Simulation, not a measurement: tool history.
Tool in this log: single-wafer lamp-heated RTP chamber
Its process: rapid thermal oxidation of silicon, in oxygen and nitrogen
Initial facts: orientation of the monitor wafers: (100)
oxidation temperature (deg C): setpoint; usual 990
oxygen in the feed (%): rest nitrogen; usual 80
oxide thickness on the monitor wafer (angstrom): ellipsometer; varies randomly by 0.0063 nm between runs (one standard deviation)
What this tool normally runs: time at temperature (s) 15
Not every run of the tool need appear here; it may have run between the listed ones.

| run | day | oxidation temperature (deg C) | time at temperature (s) | oxygen in the feed (%) | read-back reference wafer on the same gauge, thickness | oxide thickness on the monitor wafer (angstrom) |
|---|---|---|---|---|---|---|
| 1 | 0 | 990 | 15 | 80 | 2.551 | 30.08 |
|  | 0.221 | gauge calibrated |
| 2 | 0.662 | 990 | 15 | 80 | 2.55 | 30.02 |
| 3 | 1.121 | 990 | 15 | 80 | 2.551 | 30.16 |
| 4 | 1.846 | 990 | 15 | 80 | 2.55 | 30.18 |
| 5 | 2.254 | 990 | 15 | 80 | 2.55 | 30.15 |
| 6 | 2.554 | 990 | 15 | 80 | 2.55 | 30.19 |
| 7 | 3.075 | 990 | 15 | 80 | 2.551 | 30.22 |
| 8 | 3.4 | 990 | 15 | 80 | 2.549 | 30.22 |
| 9 | 4.142 | 990 | 15 | 80 | 2.55 | 30.27 |
| 10 | 4.875 | 990 | 15 | 80 | 2.55 | 30.3 |
| 11 | 5.417 | 990 | 15 | 80 | 2.549 | 30.3 |
| 12 | 5.979 | 990 | 15 | 80 | 2.55 | 30.27 |
| 13 | 6.45 | 990 | 15 | 80 | 2.551 | 30.44 |
| 14 | 7.092 | 990 | 15 | 70 | 2.55 | 29.35 |
| 15 | 7.425 | 1020 | 10 | 98 | 2.548 | 33.58 |
| 16 | 7.838 | 979 | 21 | 53 | 2.549 | 28.82 |
| 17 | 8.354 | 990 | 15 | 80 | 2.551 | 30.55 |
| 18 | 9.067 | 1015 | 15 | 65 | 2.551 | 33.36 |
| 19 | 9.742 | 990 | 15 | 80 | 2.551 | 30.5 |
|  | 10.15 | gauge calibrated |
|  | 10.312 | pyrometer window cleaned and pyrometer calibrated |
|  | 10.438 | oxygen flow controller replaced |
| 20 | 10.458 | 990 | 15 | 80 | 2.55 | 29.75 |
| 21 | 10.888 | 990 | 15 | 98 | 2.55 | 31.42 |
| 22 | 11.592 | 1016 | 9 | 52 | 2.551 | 26.65 |
| 23 | 13.462 | 990 | 9 | 80 | 2.551 | 25.87 |
| 24 | 14.167 | 990 | 15 | 61 | 2.55 | 28.04 |
| 25 | 14.738 | 990 | 15 | 80 | 2.55 | 30.02 |
| 26 | 15.204 | 1020 | 10 | 98 | 2.55 | 33.09 |
| 27 | 15.625 | 966 | 22 | 57 | 2.549 | 27.55 |
| 28 | 16.271 | 1017 | 13 | 80 | 2.55 | 33.41 |

Each row is a separate what-if for the run after 28, all from the same tool condition, not one after another. Results?
| A | 16.288 | 990 | 11 | 80 | ? | ? |
| B | 16.288 | 990 | 15 | 53 | ? | ? |
| C | 16.288 | 969 | 18 | 98 | ? | ? |
| D | 16.288 | 981 | 15 | 80 | ? | ? |
| E | 16.288 | 1017 | 19 | 93 | ? | ? |

| run | read-back reference wafer on the same gauge, thickness | oxide thickness on the monitor wafer (angstrom) |
|---|---|---|
| A | 2.55 | 27.41 |
| B | 2.55 | 27.29 |
| C | 2.55 | 29.79 |
| D | 2.55 | 28.61 |
| E | 2.55 | 40.29 |
Without the tool's unlogged condition, the same runs would have read:
| run | oxide thickness on the monitor wafer (angstrom) |
|---|---|
| A | 27.16 |
| B | 27.06 |
| C | 29.49 |
| D | 28.35 |
| E | 39.81 |
